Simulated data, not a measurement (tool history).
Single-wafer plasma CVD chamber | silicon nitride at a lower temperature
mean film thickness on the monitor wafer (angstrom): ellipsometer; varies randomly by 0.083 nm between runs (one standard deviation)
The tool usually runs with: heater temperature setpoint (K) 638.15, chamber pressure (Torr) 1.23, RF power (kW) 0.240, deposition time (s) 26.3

run,hour,heater temperature setpoint (K),chamber pressure (Torr),RF power (kW),deposition time (s),wafers since the last listed run,hours since the last thermocouple change,hours since the last RF generator calibration,hours since the last manometer calibration,hours since the showerhead was replaced,hours since the gauge calibration,"read-back reference wafer on the same gauge, thickness_nm",mean film thickness on the monitor wafer (angstrom)
1,0.0,638.15,1.23,0.240,26.3,0,312.5,2783.2,2363.0,6685.9,100.7,20.523,244.67
2,23.6,638.15,1.23,0.240,26.3,361,336.1,2806.8,2386.6,6709.5,124.3,20.507,243.82
3,55.1,638.15,1.23,0.210,26.3,482,367.6,2838.3,2418.1,6741.0,155.8,20.542,225.99
4,71.6,638.15,1.23,0.240,26.3,252,384.1,2854.8,2434.6,6757.5,172.3,20.524,243.09
5,105.4,638.15,1.23,0.240,26.3,517,417.9,2888.6,2468.4,6791.3,206.1,20.500,243.19
# hour 128.2: RF generator calibrated
6,130.9,638.15,1.23,0.240,26.3,268,443.4,2.7,2493.9,6816.8,231.6,20.478,252.36
7,158.4,638.15,1.23,0.240,26.3,421,470.9,30.2,2521.4,6844.3,259.1,20.494,254.45
# hour 168.4: showerhead replaced
8,186.7,638.15,1.23,0.240,26.3,310,499.2,58.5,2549.7,18.3,287.4,20.501,254.61
9,217.8,638.15,1.23,0.240,26.3,476,530.3,89.6,2580.8,49.4,318.5,20.491,253.86
10,243.6,638.15,1.23,0.240,26.3,395,556.1,115.4,2606.6,75.2,344.3,20.483,254.01
11,265.3,638.15,0.93,0.240,26.3,332,577.8,137.1,2628.3,96.9,366.0,20.469,241.44
12,279.7,647.15,1.50,0.270,21.4,220,592.2,151.5,2642.7,111.3,380.4,20.527,227.10
13,307.7,638.15,1.23,0.240,23.3,428,620.2,179.5,2670.7,139.3,408.4,20.496,224.52
14,320.9,626.15,1.23,0.225,26.3,202,633.4,192.7,2683.9,152.5,421.6,20.492,248.05
15,344.6,627.15,1.01,0.255,31.5,363,657.1,216.4,2707.6,176.2,445.3,20.488,305.78
# hour 375.7: capacitance manometer re-zeroed and calibrated
16,376.2,638.15,1.23,0.240,26.3,361,688.7,248.0,0.5,207.8,476.9,20.508,253.19
17,385.8,628.15,1.23,0.240,28.6,147,698.3,257.6,10.1,217.4,486.5,20.490,276.80
18,483.3,638.15,1.23,0.240,26.3,1493,795.8,355.1,107.6,314.9,584.0,20.482,253.16
# hour 491.1: gauge calibrated
# hour 511.7: thermocouple changed; heater temperature recalibrated
19,512.2,628.15,0.99,0.275,21.1,320,0.5,384.0,136.5,343.8,21.1,20.510,210.27
20,542.7,638.15,1.23,0.270,30.9,467,31.0,414.5,167.0,374.3,51.6,20.510,316.91

What does the tool deliver on the next run?
21,570.3,638.15,1.23,0.200,28.6,422,58.6,442.1,194.6,401.9,79.2,?,?

{"run 21": {"read-back reference wafer on the same gauge, thickness_nm": 20.527, "mean film thickness on the monitor wafer (angstrom)": 249.37}}
With the hidden condition absent and the run-to-run variation left alone, this run would have shown mean film thickness on the monitor wafer (angstrom) 252.14.

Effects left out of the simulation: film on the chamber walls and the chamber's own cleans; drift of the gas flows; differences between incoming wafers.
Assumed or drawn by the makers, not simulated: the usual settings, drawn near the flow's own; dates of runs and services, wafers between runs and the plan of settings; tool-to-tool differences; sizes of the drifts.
